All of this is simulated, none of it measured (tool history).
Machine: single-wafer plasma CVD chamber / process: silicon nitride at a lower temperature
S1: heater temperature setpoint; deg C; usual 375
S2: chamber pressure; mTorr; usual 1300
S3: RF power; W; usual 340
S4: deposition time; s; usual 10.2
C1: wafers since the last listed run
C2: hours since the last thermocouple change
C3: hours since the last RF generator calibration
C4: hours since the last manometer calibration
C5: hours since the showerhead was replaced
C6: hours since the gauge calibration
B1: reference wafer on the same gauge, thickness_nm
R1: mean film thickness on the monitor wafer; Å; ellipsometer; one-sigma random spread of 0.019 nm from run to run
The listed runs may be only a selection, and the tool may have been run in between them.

run	hour	S1	S2	S3	S4	C1	C2	C3	C4	C5	C6	B1	R1
1	0.0	375	1300	340	10.2	0	735.8	752.3	1618.2	6010.2	244.9	14.999	121.62
2	15.0	375	1300	340	10.2	823	750.8	767.3	1633.2	6025.2	259.9	15.002	122.02
3	27.4	375	1370	340	10.2	680	763.2	779.7	1645.6	6037.6	272.3	14.996	123.62
4	59.3	375	1300	340	10.2	1750	795.1	811.6	1677.5	6069.5	304.2	14.994	121.88
5	76.2	375	1300	340	10.2	927	812.0	828.5	1694.4	6086.4	321.1	15.004	121.80
# hour 80.4: gauge calibrated
6	99.3	375	1300	340	10.2	1267	835.1	851.6	1717.5	6109.5	18.9	14.996	121.58
7	112.0	375	1300	340	10.2	697	847.8	864.3	1730.2	6122.2	31.6	15.001	121.67
8	146.9	375	1300	340	10.2	1915	882.7	899.2	1765.1	6157.1	66.5	15.001	121.64
9	160.9	375	1300	340	10.2	768	896.7	913.2	1779.1	6171.1	80.5	14.999	121.97
10	183.0	375	1300	340	10.2	1212	918.8	935.3	1801.2	6193.2	102.6	14.995	121.53
11	203.1	370	1300	340	10.2	1103	938.9	955.4	1821.3	6213.3	122.7	14.998	122.20
12	223.3	369	1200	340	10.2	1108	959.1	975.6	1841.5	6233.5	142.9	15.001	119.77
13	242.2	375	1300	340	10.2	1037	978.0	994.5	1860.4	6252.4	161.8	15.005	121.36
# hour 262.6: showerhead replaced
# hour 271.4: RF generator calibrated
14	276.5	375	980	300	10.2	1004	1012.3	5.1	1894.7	13.9	196.1	14.999	109.34
15	302.8	375	1410	340	10.2	1443	1038.6	31.4	1921.0	40.2	222.4	14.994	127.56
16	321.4	371	1400	385	10.2	1020	1057.2	50.0	1939.6	58.8	241.0	14.996	135.55
17	345.6	371	1400	385	10.2	1328	1081.4	74.2	1963.8	83.0	265.2	14.997	134.82
18	362.8	375	1300	340	10.2	944	1098.6	91.4	1981.0	100.2	282.4	15.001	124.30
# hour 385.7: thermocouple changed; heater temperature recalibrated
19	396.4	363	1540	340	10.2	1405	10.7	125.0	2014.6	133.8	316.0	15.001	129.59
20	430.5	375	990	380	10.2	1871	44.8	159.1	2048.7	167.9	350.1	14.998	122.31
# hour 439.5: gauge calibrated
# hour 442.6: capacitance manometer re-zeroed and calibrated
21	459.7	375	1300	340	10.2	1163	74.0	188.3	17.1	197.1	20.2	14.999	123.21
22	494.4	375	1300	340	11.2	1904	108.7	223.0	51.8	231.8	54.9	15.004	135.64
23	512.4	369	1200	340	10.2	987	126.7	241.0	69.8	249.8	72.9	14.998	121.33
24	536.9	389	1300	395	11.9	1344	151.2	265.5	94.3	274.3	97.4	14.999	154.18
25	560.3	375	1060	305	10.2	1284	174.6	288.9	117.7	297.7	120.8	15.000	110.64

4 ways to go on from here, each from the tool as it stands after run 25. What would each give?
A	560.7	375	1300	370	10.2	21	175.0	289.3	118.1	298.1	121.2	?	?
B	560.7	380	1530	340	8.7	21	175.0	289.3	118.1	298.1	121.2	?	?
C	560.7	371	1300	340	10.2	21	175.0	289.3	118.1	298.1	121.2	?	?
D	560.7	375	1000	395	10.2	21	175.0	289.3	118.1	298.1	121.2	?	?

run	B1	R1
A	15.000	128.20
B	15.000	108.94
C	15.000	123.10
D	15.000	124.12
The same runs, with their run-to-run variation unchanged, on a tool lacking any hidden condition would have given:
run	R1
A	130.88
B	111.22
C	125.68
D	126.71

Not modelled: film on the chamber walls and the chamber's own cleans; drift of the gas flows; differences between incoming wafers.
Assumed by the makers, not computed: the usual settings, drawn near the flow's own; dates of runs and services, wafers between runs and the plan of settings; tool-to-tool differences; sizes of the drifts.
